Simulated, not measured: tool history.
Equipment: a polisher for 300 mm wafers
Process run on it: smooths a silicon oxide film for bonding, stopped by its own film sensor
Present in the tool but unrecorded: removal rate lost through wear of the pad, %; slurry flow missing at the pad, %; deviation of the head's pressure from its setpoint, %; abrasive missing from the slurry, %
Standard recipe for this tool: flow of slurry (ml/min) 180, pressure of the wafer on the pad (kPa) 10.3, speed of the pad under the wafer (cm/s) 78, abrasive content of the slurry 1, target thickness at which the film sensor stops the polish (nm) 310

run,hour,flow of slurry (ml/min),pressure of the wafer on the pad (kPa),speed of the pad under the wafer (cm/s),abrasive content of the slurry,target thickness at which the film sensor stops the polish (nm),wafers since the last listed run,wafers polished on this pad,hours since the slurry nozzle was cleaned,hours since the head pressure was calibrated,hours since the slurry blender was calibrated,"incoming thickness of the incoming film, nm",time until the film sensor stopped the polish (s)
1,0.0,180,7.6,78,1,310,0,915,105.0,322.1,14.0,362.2,150.8
2,73.1,180,7.6,78,1,310,625,1540,178.1,395.2,87.1,359.5,143.4
3,155.6,180,7.6,78,1,310,706,2246,260.6,477.7,169.6,358.6,142.6
4,253.9,195,10.3,78,1,310,841,3087,358.9,576.0,267.9,353.8,95.0
# hour 322.3: worn pad replaced by a new one
5,360.6,180,10.3,78,1,310,878,327,465.6,682.7,374.6,355.7,104.7
6,396.7,180,10.3,78,1,310,308,636,501.7,718.8,410.7,361.6,117.4
# hour 417.4: slurry blender recalibrated
7,497.4,180,10.3,78,1,310,844,1481,602.4,819.5,80.0,362.6,119.8
8,596.0,180,10.3,58,1,310,843,2325,701.0,918.1,178.6,355.6,131.5
# hour 635.5: slurry nozzle cleaned
9,663.3,180,10.3,58,1,310,567,2892,27.8,985.4,245.9,359.3,147.2
# hour 688.7: worn pad replaced by a new one
10,736.0,130,10.3,78,1,310,587,404,100.5,1058.1,318.6,360.1,122.6
11,783.2,130,10.3,78,1,310,403,808,147.7,1105.3,365.8,356.8,114.4
# hour 787.6: slurry blender recalibrated
# hour 831.8: head pressure recalibrated
12,868.5,180,10.3,88,1,310,695,1504,233.0,36.7,80.9,357.6,91.0
13,924.2,180,10.3,78,1,310,476,1981,288.7,92.4,136.6,361.1,106.8
14,975.8,145,10.3,78,1,310,441,2422,340.3,144.0,188.2,363.8,120.7

For run 15, what comes out?
# hour 1017.2: worn pad replaced by a new one
15,1017.7,180,10.3,78,1,310,324,4,382.2,185.9,230.1,361.1,?

{"run 15": {"time until the film sensor stopped the polish (s)": 111.3}}
Take away the tool's hidden state, keep the run-to-run variation as it was, and the same run would have given time until the film sensor stopped the polish (s) 111.9.
